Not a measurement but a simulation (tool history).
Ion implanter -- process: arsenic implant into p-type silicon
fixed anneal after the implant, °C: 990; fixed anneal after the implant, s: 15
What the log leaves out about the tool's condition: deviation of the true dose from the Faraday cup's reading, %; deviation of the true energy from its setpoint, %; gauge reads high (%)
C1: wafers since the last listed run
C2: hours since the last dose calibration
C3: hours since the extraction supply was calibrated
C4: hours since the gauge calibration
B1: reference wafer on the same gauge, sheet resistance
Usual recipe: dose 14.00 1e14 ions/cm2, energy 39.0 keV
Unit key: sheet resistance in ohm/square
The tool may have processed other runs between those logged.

{"run": 1, "hour": 0.0, "dose": 14.0, "energy": 44.0, "C1": 0, "C2": 349.8, "C3": 5860.3, "C4": 239.0, "B1": 93.07, "sheet resistance": 86.32}
{"run": 2, "hour": 19.3, "dose": 14.0, "energy": 44.0, "C1": 407, "C2": 369.1, "C3": 5879.6, "C4": 258.3, "B1": 93.03, "sheet resistance": 86.53}
{"hour": 108.2, "done": "gauge calibrated"}
{"run": 3, "hour": 115.6, "dose": 14.0, "energy": 44.0, "C1": 2032, "C2": 465.4, "C3": 5975.9, "C4": 7.4, "B1": 93.13, "sheet resistance": 86.13}
{"run": 4, "hour": 150.8, "dose": 14.0, "energy": 39.0, "C1": 742, "C2": 500.6, "C3": 6011.1, "C4": 42.6, "B1": 93.08, "sheet resistance": 89.67}
{"run": 5, "hour": 183.9, "dose": 14.0, "energy": 39.0, "C1": 698, "C2": 533.7, "C3": 6044.2, "C4": 75.7, "B1": 93.09, "sheet resistance": 89.63}
{"run": 6, "hour": 197.9, "dose": 14.0, "energy": 39.0, "C1": 295, "C2": 547.7, "C3": 6058.2, "C4": 89.7, "B1": 93.12, "sheet resistance": 89.71}
{"run": 7, "hour": 230.9, "dose": 14.0, "energy": 42.5, "C1": 696, "C2": 580.7, "C3": 6091.2, "C4": 122.7, "B1": 93.07, "sheet resistance": 87.05}
{"run": 8, "hour": 243.5, "dose": 14.0, "energy": 42.5, "C1": 265, "C2": 593.3, "C3": 6103.8, "C4": 135.3, "B1": 93.04, "sheet resistance": 87.04}
{"run": 9, "hour": 257.2, "dose": 14.0, "energy": 42.5, "C1": 289, "C2": 607.0, "C3": 6117.5, "C4": 149.0, "B1": 93.14, "sheet resistance": 87.02}
{"run": 10, "hour": 280.7, "dose": 14.0, "energy": 39.0, "C1": 495, "C2": 630.5, "C3": 6141.0, "C4": 172.5, "B1": 93.09, "sheet resistance": 89.32}
{"run": 11, "hour": 297.7, "dose": 14.0, "energy": 39.0, "C1": 358, "C2": 647.5, "C3": 6158.0, "C4": 189.5, "B1": 93.13, "sheet resistance": 89.75}
{"run": 12, "hour": 316.2, "dose": 14.0, "energy": 39.0, "C1": 390, "C2": 666.0, "C3": 6176.5, "C4": 208.0, "B1": 93.15, "sheet resistance": 89.41}
{"run": 13, "hour": 341.9, "dose": 14.0, "energy": 39.0, "C1": 542, "C2": 691.7, "C3": 6202.2, "C4": 233.7, "B1": 93.09, "sheet resistance": 89.52}
{"run": 14, "hour": 365.0, "dose": 14.0, "energy": 39.0, "C1": 487, "C2": 714.8, "C3": 6225.3, "C4": 256.8, "B1": 93.18, "sheet resistance": 89.44}
{"run": 15, "hour": 386.0, "dose": 18.07, "energy": 39.0, "C1": 443, "C2": 735.8, "C3": 6246.3, "C4": 277.8, "B1": 93.18, "sheet resistance": 82.46}
{"hour": 397.5, "done": "extraction supply calibrated"}
{"run": 16, "hour": 409.3, "dose": 18.07, "energy": 39.0, "C1": 322, "C2": 759.1, "C3": 11.8, "C4": 301.1, "B1": 93.1, "sheet resistance": 82.69}
{"run": 17, "hour": 436.4, "dose": 12.77, "energy": 30.5, "C1": 571, "C2": 786.2, "C3": 38.9, "C4": 328.2, "B1": 93.08, "sheet resistance": 101.41}
{"run": 18, "hour": 461.0, "dose": 11.92, "energy": 49.5, "C1": 519, "C2": 810.8, "C3": 63.5, "C4": 352.8, "B1": 93.09, "sheet resistance": 90.3}
{"run": 19, "hour": 491.0, "dose": 16.18, "energy": 33.5, "C1": 633, "C2": 840.8, "C3": 93.5, "C4": 382.8, "B1": 93.15, "sheet resistance": 90.6}
{"run": 20, "hour": 514.7, "dose": 17.22, "energy": 31.0, "C1": 500, "C2": 864.5, "C3": 117.2, "C4": 406.5, "B1": 93.12, "sheet resistance": 92.24}
{"hour": 527.2, "done": "gauge calibrated"}
{"run": 21, "hour": 531.8, "dose": 10.92, "energy": 49.5, "C1": 360, "C2": 881.6, "C3": 134.3, "C4": 4.6, "B1": 93.11, "sheet resistance": 95.04}
{"hour": 547.0, "done": "Faraday cup replaced and dose calibrated"}
{"run": 22, "hour": 567.1, "dose": 12.19, "energy": 28.5, "C1": 576, "C2": 20.1, "C3": 169.6, "C4": 39.9, "B1": 93.09, "sheet resistance": 107.65}
{"run": 23, "hour": 592.2, "dose": 14.0, "energy": 39.0, "C1": 529, "C2": 45.2, "C3": 194.7, "C4": 65.0, "B1": 93.15, "sheet resistance": 90.71}
{"run": 24, "hour": 607.8, "dose": 17.65, "energy": 47.0, "C1": 329, "C2": 60.8, "C3": 210.3, "C4": 80.6, "B1": 93.07, "sheet resistance": 78.01}
{"run": 25, "hour": 624.0, "dose": 16.34, "energy": 47.0, "C1": 341, "C2": 77.0, "C3": 226.5, "C4": 96.8, "B1": 93.13, "sheet resistance": 80.31}
{"run": 26, "hour": 659.2, "dose": 17.42, "energy": 39.0, "C1": 742, "C2": 112.2, "C3": 261.7, "C4": 132.0, "B1": 93.14, "sheet resistance": 83.97}
{"run": 27, "hour": 692.2, "dose": 16.65, "energy": 32.5, "C1": 696, "C2": 145.2, "C3": 294.7, "C4": 165.0, "B1": 93.03, "sheet resistance": 91.88}
{"run": 28, "hour": 720.9, "dose": 17.57, "energy": 29.5, "C1": 605, "C2": 173.9, "C3": 323.4, "C4": 193.7, "B1": 93.08, "sheet resistance": 94.39}

Branching from run 28: 5 alternative next runs. What would each branch give?
{"run": "A", "hour": 721.3, "dose": 14.0, "energy": 50.0, "C1": 8, "C2": 174.3, "C3": 323.8, "C4": 194.1, "B1": "?", "sheet resistance": "?"}
{"run": "B", "hour": 721.3, "dose": 10.83, "energy": 52.0, "C1": 8, "C2": 174.3, "C3": 323.8, "C4": 194.1, "B1": "?", "sheet resistance": "?"}
{"run": "C", "hour": 721.3, "dose": 10.12, "energy": 33.5, "C1": 8, "C2": 174.3, "C3": 323.8, "C4": 194.1, "B1": "?", "sheet resistance": "?"}
{"run": "D", "hour": 721.3, "dose": 12.21, "energy": 31.5, "C1": 8, "C2": 174.3, "C3": 323.8, "C4": 194.1, "B1": "?", "sheet resistance": "?"}
{"run": "E", "hour": 721.3, "dose": 17.77, "energy": 34.0, "C1": 8, "C2": 174.3, "C3": 323.8, "C4": 194.1, "B1": "?", "sheet resistance": "?"}

run=A B1=93.06 sheet_resistance=84.00
run=B B1=93.06 sheet_resistance=96.20
run=C B1=93.06 sheet_resistance=111.36
run=D B1=93.06 sheet_resistance=103.20
run=E B1=93.06 sheet_resistance=88.52
Stripped of hidden state, with their random variation kept, the same runs would have yielded:
run=A sheet_resistance=84.59
run=B sheet_resistance=97.11
run=C sheet_resistance=112.33
run=D sheet_resistance=103.87
run=E sheet_resistance=88.83
